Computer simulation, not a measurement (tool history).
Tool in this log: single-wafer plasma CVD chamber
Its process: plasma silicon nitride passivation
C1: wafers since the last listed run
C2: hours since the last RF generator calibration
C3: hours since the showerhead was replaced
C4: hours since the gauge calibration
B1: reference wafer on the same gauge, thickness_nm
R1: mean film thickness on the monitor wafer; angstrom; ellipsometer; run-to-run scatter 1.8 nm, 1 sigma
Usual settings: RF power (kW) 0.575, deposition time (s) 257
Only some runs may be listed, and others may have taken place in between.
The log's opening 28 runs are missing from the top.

Run 29, hour 1562.1: usual settings; C1 591; C2 484.8; C3 439; C4 665.7; B1 456.828. Result: R1 3905.56 angstrom.
Run 30, hour 1611.5: usual settings; C1 458; C2 534.2; C3 488.4; C4 715.1; B1 456.929. Result: R1 3875.39 angstrom.
Run 31, hour 1664.8: usual settings but deposition time (s) 271; C1 495; C2 587.5; C3 541.7; C4 768.4; B1 457.152. Result: R1 4112.95 angstrom.
Run 32, hour 1734.5: usual settings; C1 647; C2 657.2; C3 611.4; C4 838.1; B1 456.86. Result: R1 3874.97 angstrom.
Run 33, hour 1936.5: usual settings but RF power (kW) 0.69, deposition time (s) 227; C1 1876; C2 859.2; C3 813.4; C4 1040.1; B1 456.737. Result: R1 3691.52 angstrom.
Run 34, hour 1986.9: usual settings but RF power (kW) 0.605, deposition time (s) 275; C1 468; C2 909.6; C3 863.8; C4 1090.5; B1 456.39. Result: R1 4270.36 angstrom.
Run 35, hour 2022.4: usual settings but RF power (kW) 0.685, deposition time (s) 285; C1 329; C2 945.1; C3 899.3; C4 1126; B1 456.994. Result: R1 4537.77 angstrom.
Run 36, hour 2094.4: usual settings but RF power (kW) 0.615, deposition time (s) 285; C1 668; C2 1017.1; C3 971.3; C4 1198; B1 457.173. Result: R1 4427.27 angstrom.
Run 37, hour 2134.6: usual settings; C1 373; C2 1057.3; C3 1011.5; C4 1238.2; B1 457.084. Result: R1 3884.65 angstrom.
Run 38, hour 2178.2: usual settings; C1 405; C2 1100.9; C3 1055.1; C4 1281.8; B1 456.796. Result: R1 3904.28 angstrom.
Run 39, hour 2210.6: usual settings; C1 300; C2 1133.3; C3 1087.5; C4 1314.2; B1 456.89. Result: R1 3903.19 angstrom.
Run 40, hour 2254.6: usual settings; C1 408; C2 1177.3; C3 1131.5; C4 1358.2; B1 457.088. Result: R1 3860.31 angstrom.
Run 41, hour 2360.5: usual settings but deposition time (s) 271; C1 983; C2 1283.2; C3 1237.4; C4 1464.1; B1 457.283. Result: R1 4154.3 angstrom.
Run 42, hour 2415.8: usual settings but RF power (kW) 0.64; C1 513; C2 1338.5; C3 1292.7; C4 1519.4; B1 456.922. Result: R1 4042.88 angstrom.
Run 43, hour 2481.7: usual settings but deposition time (s) 306; C1 612; C2 1404.4; C3 1358.6; C4 1585.3; B1 456.793. Result: R1 4624.36 angstrom.

5 options for the next run, each taken on its own from the tool as it stands now. Forecast them:
Run A, hour 2482.2: usual settings; C1 4; C2 1404.9; C3 1359.1; C4 1585.8; B1 ?. Result: R1 ?.
Run B, hour 2482.2: usual settings but RF power (kW) 0.625, deposition time (s) 283; C1 4; C2 1404.9; C3 1359.1; C4 1585.8; B1 ?. Result: R1 ?.
Run C, hour 2482.2: usual settings but RF power (kW) 0.635, deposition time (s) 227; C1 4; C2 1404.9; C3 1359.1; C4 1585.8; B1 ?. Result: R1 ?.
Run D, hour 2482.2: usual settings but RF power (kW) 0.545, deposition time (s) 295; C1 4; C2 1404.9; C3 1359.1; C4 1585.8; B1 ?. Result: R1 ?.
Run E, hour 2482.2: usual settings but RF power (kW) 0.52, deposition time (s) 218; C1 4; C2 1404.9; C3 1359.1; C4 1585.8; B1 ?. Result: R1 ?.

run       B1       R1
  A  457.221  3903.48
  B  457.221  4419.99
  C  457.221  3564.14
  D  457.221  4400.39
  E  457.221  3200.38
Stripped of hidden state, with their random variation kept, the same runs would have yielded:
run       R1
  A  3903.48
  B  4419.99
  C  3564.14
  D  4400.39
  E  3200.38

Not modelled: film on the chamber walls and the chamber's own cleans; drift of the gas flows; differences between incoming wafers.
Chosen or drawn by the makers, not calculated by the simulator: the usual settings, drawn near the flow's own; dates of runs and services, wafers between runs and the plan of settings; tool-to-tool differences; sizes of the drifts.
